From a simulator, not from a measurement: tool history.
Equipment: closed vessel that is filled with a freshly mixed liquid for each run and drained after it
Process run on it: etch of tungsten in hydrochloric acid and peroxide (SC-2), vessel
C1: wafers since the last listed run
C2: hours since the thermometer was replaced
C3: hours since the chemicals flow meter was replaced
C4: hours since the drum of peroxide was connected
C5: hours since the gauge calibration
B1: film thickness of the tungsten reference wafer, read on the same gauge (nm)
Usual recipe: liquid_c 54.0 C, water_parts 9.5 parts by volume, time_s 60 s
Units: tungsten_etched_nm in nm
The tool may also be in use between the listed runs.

{"run": 1, "hour": 0.0, "liquid_c": 54.0, "water_parts": 9.5, "time_s": 85, "C1": 0, "C2": 761.6, "C3": 637.8, "C4": 584.8, "C5": 165.4, "B1": 69.99, "tungsten_etched_nm": 19.88}
{"run": 2, "hour": 15.5, "liquid_c": 54.0, "water_parts": 9.5, "time_s": 60, "C1": 1767, "C2": 777.1, "C3": 653.3, "C4": 600.3, "C5": 180.9, "B1": 69.95, "tungsten_etched_nm": 13.96}
{"run": 3, "hour": 33.0, "liquid_c": 54.0, "water_parts": 9.5, "time_s": 60, "C1": 1995, "C2": 794.6, "C3": 670.8, "C4": 617.8, "C5": 198.4, "B1": 70.01, "tungsten_etched_nm": 13.95}
{"run": 4, "hour": 42.1, "liquid_c": 54.0, "water_parts": 9.5, "time_s": 60, "C1": 1037, "C2": 803.7, "C3": 679.9, "C4": 626.9, "C5": 207.5, "B1": 70.02, "tungsten_etched_nm": 13.79}
{"run": 5, "hour": 55.6, "liquid_c": 54.0, "water_parts": 9.5, "time_s": 60, "C1": 1539, "C2": 817.2, "C3": 693.4, "C4": 640.4, "C5": 221.0, "B1": 70.03, "tungsten_etched_nm": 14.07}
{"run": 6, "hour": 66.7, "liquid_c": 54.0, "water_parts": 9.5, "time_s": 60, "C1": 1265, "C2": 828.3, "C3": 704.5, "C4": 651.5, "C5": 232.1, "B1": 70.0, "tungsten_etched_nm": 13.76}
{"run": 7, "hour": 73.0, "liquid_c": 54.0, "water_parts": 9.5, "time_s": 60, "C1": 718, "C2": 834.6, "C3": 710.8, "C4": 657.8, "C5": 238.4, "B1": 70.0, "tungsten_etched_nm": 13.87}
{"run": 8, "hour": 81.3, "liquid_c": 54.0, "water_parts": 9.5, "time_s": 60, "C1": 946, "C2": 842.9, "C3": 719.1, "C4": 666.1, "C5": 246.7, "B1": 70.0, "tungsten_etched_nm": 13.96}
{"hour": 82.4, "done": "thermometer replaced"}
{"run": 9, "hour": 87.3, "liquid_c": 54.0, "water_parts": 12.0, "time_s": 80, "C1": 570, "C2": 4.9, "C3": 725.1, "C4": 672.1, "C5": 252.7, "B1": 70.0, "tungsten_etched_nm": 14.31}
{"hour": 109.4, "done": "gauge calibrated"}
{"run": 10, "hour": 130.7, "liquid_c": 54.0, "water_parts": 7.5, "time_s": 85, "C1": 4948, "C2": 48.3, "C3": 768.5, "C4": 715.5, "C5": 21.3, "B1": 70.04, "tungsten_etched_nm": 22.25}
{"run": 11, "hour": 137.2, "liquid_c": 61.5, "water_parts": 7.5, "time_s": 50, "C1": 741, "C2": 54.8, "C3": 775.0, "C4": 722.0, "C5": 27.8, "B1": 69.99, "tungsten_etched_nm": 21.39}
{"run": 12, "hour": 150.7, "liquid_c": 54.0, "water_parts": 9.5, "time_s": 60, "C1": 1539, "C2": 68.3, "C3": 788.5, "C4": 735.5, "C5": 41.3, "B1": 70.0, "tungsten_etched_nm": 13.07}
{"run": 13, "hour": 162.4, "liquid_c": 50.0, "water_parts": 9.5, "time_s": 30, "C1": 1333, "C2": 80.0, "C3": 800.2, "C4": 747.2, "C5": 53.0, "B1": 70.01, "tungsten_etched_nm": 4.92}
{"hour": 164.5, "done": "thermometer replaced, repeated, since the last time left the tool worse"}
{"hour": 167.9, "done": "chemicals flow meter replaced"}
{"run": 14, "hour": 169.6, "liquid_c": 54.0, "water_parts": 9.5, "time_s": 30, "C1": 592, "C2": 5.1, "C3": 1.7, "C4": 754.4, "C5": 60.2, "B1": 70.06, "tungsten_etched_nm": 7.43}
{"run": 15, "hour": 175.8, "liquid_c": 54.0, "water_parts": 11.0, "time_s": 35, "C1": 706, "C2": 11.3, "C3": 7.9, "C4": 760.6, "C5": 66.4, "B1": 70.0, "tungsten_etched_nm": 7.69}
{"run": 16, "hour": 188.8, "liquid_c": 59.5, "water_parts": 13.0, "time_s": 60, "C1": 1482, "C2": 24.3, "C3": 20.9, "C4": 773.6, "C5": 79.4, "B1": 70.0, "tungsten_etched_nm": 16.13}
{"run": 17, "hour": 205.1, "liquid_c": 44.5, "water_parts": 13.5, "time_s": 30, "C1": 1858, "C2": 40.6, "C3": 37.2, "C4": 789.9, "C5": 95.7, "B1": 69.98, "tungsten_etched_nm": 2.91}
{"hour": 208.0, "done": "new drum of peroxide connected"}
{"run": 18, "hour": 214.5, "liquid_c": 54.0, "water_parts": 9.5, "time_s": 60, "C1": 957, "C2": 50.0, "C3": 46.6, "C4": 6.5, "C5": 105.1, "B1": 70.0, "tungsten_etched_nm": 14.99}
{"run": 19, "hour": 229.5, "liquid_c": 54.0, "water_parts": 14.5, "time_s": 60, "C1": 1710, "C2": 65.0, "C3": 61.6, "C4": 21.5, "C5": 120.1, "B1": 70.02, "tungsten_etched_nm": 10.3}
{"run": 20, "hour": 246.7, "liquid_c": 54.0, "water_parts": 13.5, "time_s": 35, "C1": 1961, "C2": 82.2, "C3": 78.8, "C4": 38.7, "C5": 137.3, "B1": 69.98, "tungsten_etched_nm": 6.38}
{"run": 21, "hour": 264.1, "liquid_c": 54.0, "water_parts": 12.0, "time_s": 60, "C1": 1983, "C2": 99.6, "C3": 96.2, "C4": 56.1, "C5": 154.7, "B1": 70.01, "tungsten_etched_nm": 12.22}
{"run": 22, "hour": 276.7, "liquid_c": 57.5, "water_parts": 8.0, "time_s": 60, "C1": 1436, "C2": 112.2, "C3": 108.8, "C4": 68.7, "C5": 167.3, "B1": 70.0, "tungsten_etched_nm": 21.31}
{"run": 23, "hour": 288.0, "liquid_c": 54.0, "water_parts": 9.5, "time_s": 60, "C1": 1288, "C2": 123.5, "C3": 120.1, "C4": 80.0, "C5": 178.6, "B1": 69.99, "tungsten_etched_nm": 14.72}
{"run": 24, "hour": 294.1, "liquid_c": 54.0, "water_parts": 9.5, "time_s": 60, "C1": 695, "C2": 129.6, "C3": 126.2, "C4": 86.1, "C5": 184.7, "B1": 69.98, "tungsten_etched_nm": 14.78}
{"run": 25, "hour": 308.1, "liquid_c": 54.0, "water_parts": 14.5, "time_s": 80, "C1": 1596, "C2": 143.6, "C3": 140.2, "C4": 100.1, "C5": 198.7, "B1": 70.01, "tungsten_etched_nm": 13.73}
{"run": 26, "hour": 324.0, "liquid_c": 59.5, "water_parts": 13.0, "time_s": 60, "C1": 1812, "C2": 159.5, "C3": 156.1, "C4": 116.0, "C5": 214.6, "B1": 70.05, "tungsten_etched_nm": 15.85}
{"run": 27, "hour": 330.7, "liquid_c": 62.0, "water_parts": 12.0, "time_s": 85, "C1": 763, "C2": 166.2, "C3": 162.8, "C4": 122.7, "C5": 221.3, "B1": 70.05, "tungsten_etched_nm": 28.25}
{"run": 28, "hour": 345.3, "liquid_c": 59.5, "water_parts": 13.0, "time_s": 60, "C1": 1664, "C2": 180.8, "C3": 177.4, "C4": 137.3, "C5": 235.9, "B1": 70.02, "tungsten_etched_nm": 15.85}
{"run": 29, "hour": 356.0, "liquid_c": 61.5, "water_parts": 7.5, "time_s": 50, "C1": 1219, "C2": 191.5, "C3": 188.1, "C4": 148.0, "C5": 246.6, "B1": 70.03, "tungsten_etched_nm": 23.74}

Below, some changes in tungsten_etched_nm between adjacent runs. For each, the amount present without the hidden state too (settings, incoming material, random variation) and the amount remaining for the hidden state with gauge scatter not shared by both compared results:
Unlogged tool condition in this case: liquid colder than its thermometer reads (K); chemicals flow below the setpoint (%); peroxide weaker than its label (%); gauge reads high (%).
Run 9 -> 10: water_parts 12.0 -> 7.5, time_s 80 -> 85, gauge calibrated. tungsten_etched_nm +7.94 nm: hidden state -1.24, all else +9.18.
Run 12 -> 13: liquid_c 54.0 -> 50.0, time_s 60 -> 30. tungsten_etched_nm -8.15 nm: hidden state +1.20, all else -9.35.
Run 16 -> 17: liquid_c 59.5 -> 44.5, water_parts 13.0 -> 13.5, time_s 60 -> 30. tungsten_etched_nm -13.22 nm: hidden state +0.03, all else -13.25.
Run 26 -> 27: liquid_c 59.5 -> 62.0, water_parts 13.0 -> 12.0, time_s 60 -> 85. tungsten_etched_nm +12.40 nm: hidden state -0.19, all else +12.59.

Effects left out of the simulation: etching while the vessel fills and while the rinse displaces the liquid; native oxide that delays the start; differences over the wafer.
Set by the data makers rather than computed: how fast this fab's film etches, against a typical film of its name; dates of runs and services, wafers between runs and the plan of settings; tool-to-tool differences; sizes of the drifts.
